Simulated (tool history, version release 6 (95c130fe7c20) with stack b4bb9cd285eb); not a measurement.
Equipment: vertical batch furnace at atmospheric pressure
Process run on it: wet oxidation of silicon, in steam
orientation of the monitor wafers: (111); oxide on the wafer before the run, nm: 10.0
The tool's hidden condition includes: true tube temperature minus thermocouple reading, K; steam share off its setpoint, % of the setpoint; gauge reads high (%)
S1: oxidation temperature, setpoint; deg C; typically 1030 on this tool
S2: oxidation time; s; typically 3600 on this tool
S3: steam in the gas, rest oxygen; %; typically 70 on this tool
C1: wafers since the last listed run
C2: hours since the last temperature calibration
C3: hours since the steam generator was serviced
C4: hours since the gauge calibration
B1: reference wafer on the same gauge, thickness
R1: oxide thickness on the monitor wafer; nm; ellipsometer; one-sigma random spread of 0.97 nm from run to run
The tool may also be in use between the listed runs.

| run | hour | S1 | S2 | S3 | C1 | C2 | C3 | C4 | B1 | R1 |
|---|---|---|---|---|---|---|---|---|---|---|
| 1 | 0.0 | 1030 | 3600 | 74 | 0 | 427.1 | 876.4 | 1339.6 | 448.87 | 436.72 |
|  | 36.3 | gauge calibrated |
| 2 | 62.3 | 1046 | 3600 | 70 | 1216 | 489.4 | 938.7 | 26.0 | 448.88 | 456.59 |
| 3 | 169.5 | 1046 | 3600 | 70 | 2093 | 596.6 | 1045.9 | 133.2 | 448.87 | 455.83 |
| 4 | 231.1 | 1030 | 3600 | 70 | 1203 | 658.2 | 1107.5 | 194.8 | 448.67 | 424.79 |
| 5 | 287.1 | 1030 | 3600 | 70 | 1093 | 714.2 | 1163.5 | 250.8 | 448.88 | 426.07 |
| 6 | 312.6 | 1030 | 3600 | 70 | 498 | 739.7 | 1189.0 | 276.3 | 448.98 | 423.89 |
| 7 | 377.7 | 1030 | 3600 | 70 | 1271 | 804.8 | 1254.1 | 341.4 | 448.77 | 424.17 |
| 8 | 423.0 | 1030 | 3600 | 70 | 884 | 850.1 | 1299.4 | 386.7 | 449.20 | 423.74 |
| 9 | 482.9 | 1030 | 3600 | 73 | 1169 | 910.0 | 1359.3 | 446.6 | 448.92 | 434.88 |
| 10 | 549.4 | 1030 | 3600 | 70 | 1298 | 976.5 | 1425.8 | 513.1 | 448.97 | 423.35 |
| 11 | 582.4 | 1030 | 2190 | 78 | 644 | 1009.5 | 1458.8 | 546.1 | 449.12 | 336.41 |
| 12 | 640.7 | 1030 | 2190 | 78 | 1138 | 1067.8 | 1517.1 | 604.4 | 449.00 | 337.98 |
| 13 | 685.2 | 1030 | 2190 | 78 | 869 | 1112.3 | 1561.6 | 648.9 | 448.96 | 338.69 |
| 14 | 746.7 | 1030 | 3600 | 70 | 1201 | 1173.8 | 1623.1 | 710.4 | 449.24 | 425.92 |
| 15 | 812.5 | 1030 | 3600 | 70 | 1285 | 1239.6 | 1688.9 | 776.2 | 449.23 | 426.58 |
|  | 877.0 | steam generator serviced |
| 16 | 877.5 | 1030 | 2760 | 70 | 800 | 1304.6 | 0.5 | 841.2 | 449.12 | 364.20 |
| 17 | 920.3 | 1054 | 3600 | 70 | 835 | 1347.4 | 43.3 | 884.0 | 448.76 | 474.19 |
| 18 | 967.0 | 1030 | 3600 | 80 | 912 | 1394.1 | 90.0 | 930.7 | 449.09 | 459.69 |
| 19 | 1008.5 | 1006 | 5250 | 82 | 810 | 1435.6 | 131.5 | 972.2 | 449.14 | 519.02 |
| 20 | 1046.0 | 1013 | 2550 | 78 | 732 | 1473.1 | 169.0 | 1009.7 | 449.31 | 339.38 |
|  | 1073.6 | thermocouples replaced and temperature profile calibrated |
| 21 | 1109.0 | 1030 | 3600 | 70 | 761 | 35.4 | 232.0 | 1072.7 | 449.48 | 421.54 |
| 22 | 1152.5 | 1045 | 4710 | 61 | 849 | 78.9 | 275.5 | 1116.2 | 448.99 | 486.62 |
| 23 | 1221.2 | 1030 | 3600 | 76 | 1341 | 147.6 | 344.2 | 1184.9 | 449.38 | 443.08 |
|  | 1248.8 | gauge calibrated |
| 24 | 1284.4 | 1030 | 3600 | 70 | 1234 | 210.8 | 407.4 | 35.6 | 448.95 | 421.29 |
| 25 | 1354.7 | 1030 | 3600 | 70 | 1372 | 281.1 | 477.7 | 105.9 | 448.91 | 423.77 |
| 26 | 1410.4 | 1030 | 3600 | 59 | 1087 | 336.8 | 533.4 | 161.6 | 449.00 | 382.06 |
| 27 | 1454.7 | 1030 | 3600 | 70 | 865 | 381.1 | 577.7 | 205.9 | 449.21 | 424.15 |
| 28 | 1524.3 | 1013 | 3600 | 70 | 1359 | 450.7 | 647.3 | 275.5 | 449.41 | 386.09 |
| 29 | 1581.4 | 1030 | 3600 | 70 | 1115 | 507.8 | 704.4 | 332.6 | 449.04 | 421.48 |
| 30 | 1631.9 | 1030 | 3600 | 64 | 986 | 558.3 | 754.9 | 383.1 | 449.05 | 402.64 |
| 31 | 1684.3 | 1030 | 3600 | 70 | 1023 | 610.7 | 807.3 | 435.5 | 449.08 | 424.65 |
| 32 | 1755.4 | 1023 | 3600 | 70 | 1388 | 681.8 | 878.4 | 506.6 | 449.09 | 409.84 |

4 options for the next run, each taken on its own from the tool as it stands now. Forecast them:
| A | 1759.3 | 1030 | 3600 | 70 | 76 | 685.7 | 882.3 | 510.5 | ? | ? |
| B | 1759.3 | 1030 | 3600 | 79 | 76 | 685.7 | 882.3 | 510.5 | ? | ? |
| C | 1759.3 | 1013 | 3600 | 60 | 76 | 685.7 | 882.3 | 510.5 | ? | ? |
| D | 1759.3 | 1030 | 3150 | 70 | 76 | 685.7 | 882.3 | 510.5 | ? | ? |

| run | B1 | R1 |
|---|---|---|
| A | 449.12 | 425.50 |
| B | 449.12 | 456.68 |
| C | 449.12 | 355.43 |
| D | 449.12 | 393.29 |
Take away the tool's hidden state, keep each run's random variation, and the runs would have read:
| run | R1 |
|---|---|
| A | 420.39 |
| B | 451.32 |
| C | 350.52 |
| D | 388.42 |

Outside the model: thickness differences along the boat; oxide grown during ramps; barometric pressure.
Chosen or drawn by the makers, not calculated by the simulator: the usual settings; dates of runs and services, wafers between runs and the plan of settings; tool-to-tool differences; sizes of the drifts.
